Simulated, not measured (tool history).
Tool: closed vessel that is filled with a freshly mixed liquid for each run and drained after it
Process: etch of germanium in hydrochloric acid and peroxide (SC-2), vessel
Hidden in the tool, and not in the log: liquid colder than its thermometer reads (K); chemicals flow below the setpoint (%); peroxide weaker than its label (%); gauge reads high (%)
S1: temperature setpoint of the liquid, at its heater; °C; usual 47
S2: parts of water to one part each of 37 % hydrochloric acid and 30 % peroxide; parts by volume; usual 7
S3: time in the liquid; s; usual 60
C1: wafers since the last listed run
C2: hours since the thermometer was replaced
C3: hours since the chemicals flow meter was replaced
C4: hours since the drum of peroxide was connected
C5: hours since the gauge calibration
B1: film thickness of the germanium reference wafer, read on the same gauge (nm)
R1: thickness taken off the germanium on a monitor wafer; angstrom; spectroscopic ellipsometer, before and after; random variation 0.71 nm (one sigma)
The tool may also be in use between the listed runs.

run,hour,S1,S2,S3,C1,C2,C3,C4,C5,B1,R1
1,0,41,7,60,0,1055.9,512.8,267.3,271.2,120.02,1693.9
2,95.3,41,7,60,7303,1151.2,608.1,362.6,366.5,119.99,1678.9
3,132.4,41,7,60,2843,1188.3,645.2,399.7,403.6,119.99,1675.4
4,208.3,47,7,60,5816,1264.2,721.1,475.6,479.5,120.01,2046.6
5,267.4,51.5,7,60,4528,1323.3,780.2,534.7,538.6,119.96,2371.8
6,326.2,47,7,60,4505,1382.1,839,593.5,597.4,120.01,2046.3
7,381.7,47,7,60,4253,1437.6,894.5,649,652.9,120.02,2055
# hour 430: chemicals flow meter replaced
8,462.7,47,7,60,6130,1518.6,32.7,730,733.9,120.01,2048.6
9,535.3,47,7,60,5563,1591.2,105.3,802.6,806.5,119.97,2052.2
10,579.7,47,5.5,60,3402,1635.6,149.7,847,850.9,120.01,2067.6
11,664.2,47,5,60,6475,1720.1,234.2,931.5,935.4,120.03,2067.8
# hour 693: gauge calibrated
12,711.8,38.5,7,90,3647,1767.7,281.8,979.1,18.8,119.98,2287.6
13,754.4,53,10.5,60,3264,1810.3,324.4,1021.7,61.4,120.02,2390.3
14,851.4,51.5,9.5,30,7433,1907.3,421.4,1118.7,158.4,119.99,1150.6
15,924.6,43.5,7,60,5609,1980.5,494.6,1191.9,231.6,119.97,1802.3
16,978.8,47,7,60,4153,2034.7,548.8,1246.1,285.8,120.03,2039
# hour 1031.6: thermometer replaced
17,1063,47,7,60,6375,31.4,633,1330.3,370,119.97,2089.8
# hour 1129.2: new drum of peroxide connected
18,1138.7,40,4,90,5724,107.1,708.7,9.5,445.7,120,2514.3
19,1211.6,51,4,85,5586,180,781.6,82.4,518.6,119.95,3417.1
20,1316.3,47,7,95,8023,284.7,886.3,187.1,623.3,120.01,3302.2
21,1379.8,38,7,60,4866,348.2,949.8,250.6,686.8,120,1537.5
22,1425.2,47,8.5,90,3479,393.6,995.2,296,732.2,119.96,3085.3

Forecast each of these 5 alternatives for the next run:
A,1425.9,47,7,60,53,394.3,995.9,296.7,732.9,?,?
B,1425.9,39,10,50,53,394.3,995.9,296.7,732.9,?,?
C,1425.9,37,5,95,53,394.3,995.9,296.7,732.9,?,?
D,1425.9,40,9.5,30,53,394.3,995.9,296.7,732.9,?,?
E,1425.9,43,4,80,53,394.3,995.9,296.7,732.9,?,?

run,B1,R1
A,119.97,2079.5
B,119.97,1297.3
C,119.97,2370.5
D,119.97,808.4
E,119.97,2461.2
Without the tool's hidden state the same runs would have given:
run,R1
A,2102
B,1311.9
C,2398.2
D,817.5
E,2488.9
